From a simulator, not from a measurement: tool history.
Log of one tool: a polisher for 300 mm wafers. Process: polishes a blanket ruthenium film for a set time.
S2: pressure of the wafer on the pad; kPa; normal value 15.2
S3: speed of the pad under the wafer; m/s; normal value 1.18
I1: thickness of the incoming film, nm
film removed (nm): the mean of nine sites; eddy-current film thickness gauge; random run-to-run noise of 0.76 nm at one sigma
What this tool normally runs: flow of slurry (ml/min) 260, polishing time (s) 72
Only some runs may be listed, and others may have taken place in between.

run 1 hour=0 | flow_of_slurry_(ml/min)=290 S2=11.7 S3=1.18 polishing_time_(s)=72 | I1=633.7 | film_removed_(nm)=80.5
-- hour=9.1 worn pad replaced by a new one
run 2 hour=58.1 | flow_of_slurry_(ml/min)=290 S2=11.7 S3=1.18 polishing_time_(s)=72 | I1=630.8 | film_removed_(nm)=78.7
run 3 hour=120.3 | flow_of_slurry_(ml/min)=205 S2=15.2 S3=1.18 polishing_time_(s)=72 | I1=630 | film_removed_(nm)=92.7
run 4 hour=191.2 | flow_of_slurry_(ml/min)=205 S2=15.2 S3=1.18 polishing_time_(s)=72 | I1=629.7 | film_removed_(nm)=94.4
run 5 hour=236.7 | flow_of_slurry_(ml/min)=260 S2=15.2 S3=1.18 polishing_time_(s)=72 | I1=624.9 | film_removed_(nm)=96
run 6 hour=268.4 | flow_of_slurry_(ml/min)=260 S2=15.2 S3=1.18 polishing_time_(s)=72 | I1=626.2 | film_removed_(nm)=96
run 7 hour=311 | flow_of_slurry_(ml/min)=260 S2=15.2 S3=1.18 polishing_time_(s)=72 | I1=635.7 | film_removed_(nm)=95.9
-- hour=314.4 slurry nozzle cleaned
run 8 hour=355.4 | flow_of_slurry_(ml/min)=260 S2=15.2 S3=1.18 polishing_time_(s)=72 | I1=628.7 | film_removed_(nm)=97.4
-- hour=406.8 worn pad replaced by a new one
run 9 hour=416.2 | flow_of_slurry_(ml/min)=260 S2=15.2 S3=0.86 polishing_time_(s)=72 | I1=632.9 | film_removed_(nm)=70.4
run 10 hour=441 | flow_of_slurry_(ml/min)=260 S2=15.2 S3=0.86 polishing_time_(s)=72 | I1=631.2 | film_removed_(nm)=70.3
run 11 hour=509.9 | flow_of_slurry_(ml/min)=260 S2=15.2 S3=1.18 polishing_time_(s)=72 | I1=616.1 | film_removed_(nm)=95.4
run 12 hour=569.9 | flow_of_slurry_(ml/min)=260 S2=15.2 S3=1.18 polishing_time_(s)=72 | I1=632 | film_removed_(nm)=96.2
run 13 hour=700.4 | flow_of_slurry_(ml/min)=260 S2=15.2 S3=1.18 polishing_time_(s)=62 | I1=624.2 | film_removed_(nm)=82.4
run 14 hour=736.5 | flow_of_slurry_(ml/min)=260 S2=15.2 S3=1.18 polishing_time_(s)=72 | I1=626.1 | film_removed_(nm)=95.2
run 15 hour=769.7 | flow_of_slurry_(ml/min)=260 S2=15.2 S3=1.18 polishing_time_(s)=72 | I1=622 | film_removed_(nm)=96
run 16 hour=803.4 | flow_of_slurry_(ml/min)=260 S2=15.2 S3=1.04 polishing_time_(s)=72 | I1=629.3 | film_removed_(nm)=84.3
run 17 hour=840.3 | flow_of_slurry_(ml/min)=260 S2=15.2 S3=1.18 polishing_time_(s)=72 | I1=639.5 | film_removed_(nm)=95.1
run 18 hour=868.5 | flow_of_slurry_(ml/min)=260 S2=15.2 S3=1.18 polishing_time_(s)=64 | I1=628.1 | film_removed_(nm)=84.1
-- hour=888.7 worn pad replaced by a new one
run 19 hour=928 | flow_of_slurry_(ml/min)=260 S2=15.2 S3=1.5 polishing_time_(s)=53 | I1=622.1 | film_removed_(nm)=88.7
run 20 hour=952.6 | flow_of_slurry_(ml/min)=260 S2=20 S3=1.18 polishing_time_(s)=56 | I1=627.9 | film_removed_(nm)=93
run 21 hour=977.4 | flow_of_slurry_(ml/min)=260 S2=15.2 S3=1.18 polishing_time_(s)=72 | I1=637.6 | film_removed_(nm)=95.7
run 22 hour=1019.8 | flow_of_slurry_(ml/min)=320 S2=15.2 S3=1.56 polishing_time_(s)=54 | I1=619.6 | film_removed_(nm)=96.3
run 23 hour=1051.8 | flow_of_slurry_(ml/min)=260 S2=20 S3=1.18 polishing_time_(s)=63 | I1=632.1 | film_removed_(nm)=104.4
-- hour=1096.8 slurry nozzle cleaned
run 24 hour=1113.6 | flow_of_slurry_(ml/min)=260 S2=15.2 S3=1.18 polishing_time_(s)=72 | I1=640.3 | film_removed_(nm)=93.7
-- hour=1122 head pressure recalibrated
run 25 hour=1176.2 | flow_of_slurry_(ml/min)=335 S2=20 S3=1.18 polishing_time_(s)=85 | I1=630.1 | film_removed_(nm)=157.5
run 26 hour=1234.8 | flow_of_slurry_(ml/min)=290 S2=11.7 S3=1.18 polishing_time_(s)=72 | I1=637.4 | film_removed_(nm)=84.6
run 27 hour=1284.8 | flow_of_slurry_(ml/min)=260 S2=18.6 S3=1.18 polishing_time_(s)=72 | I1=627.9 | film_removed_(nm)=123.3
-- hour=1294.6 worn pad replaced by a new one
run 28 hour=1347.6 | flow_of_slurry_(ml/min)=260 S2=15.2 S3=1.04 polishing_time_(s)=63 | I1=625.3 | film_removed_(nm)=79
run 29 hour=1410.8 | flow_of_slurry_(ml/min)=305 S2=15.2 S3=1.18 polishing_time_(s)=53 | I1=634.1 | film_removed_(nm)=77.5
run 30 hour=1435.3 | flow_of_slurry_(ml/min)=340 S2=15.2 S3=0.86 polishing_time_(s)=72 | I1=619.2 | film_removed_(nm)=76.5
run 31 hour=1498.8 | flow_of_slurry_(ml/min)=350 S2=17.9 S3=1.18 polishing_time_(s)=96 | I1=632 | film_removed_(nm)=161
run 32 hour=1540.3 | flow_of_slurry_(ml/min)=260 S2=12.4 S3=1.46 polishing_time_(s)=90 | I1=626.5 | film_removed_(nm)=133.4
-- hour=1560.8 head pressure recalibrated, repeated, since the last time left the tool worse
run 33 hour=1580.3 | flow_of_slurry_(ml/min)=260 S2=15.2 S3=1.18 polishing_time_(s)=72 | I1=622.2 | film_removed_(nm)=97.6
run 34 hour=1627.7 | flow_of_slurry_(ml/min)=260 S2=15.2 S3=1.18 polishing_time_(s)=72 | I1=626.9 | film_removed_(nm)=99.5
run 35 hour=1652.2 | flow_of_slurry_(ml/min)=260 S2=15.2 S3=1.3 polishing_time_(s)=72 | I1=635 | film_removed_(nm)=106
-- hour=1689 worn pad replaced by a new one
run 36 hour=1689.5 | flow_of_slurry_(ml/min)=260 S2=16.5 S3=1.18 polishing_time_(s)=57 | I1=628.3 | film_removed_(nm)=83.2
run 37 hour=1736.2 | flow_of_slurry_(ml/min)=260 S2=15.2 S3=1.18 polishing_time_(s)=72 | I1=634.4 | film_removed_(nm)=98.2

What will run 38 give?
run 38 hour=1801.4 | flow_of_slurry_(ml/min)=260 S2=15.2 S3=1.18 polishing_time_(s)=72 | I1=631.8 | film_removed_(nm)=?

Run 38 produced film removed (nm) 97.1.
Minus the tool's unlogged condition, the same run would have read film removed (nm) 97.7.
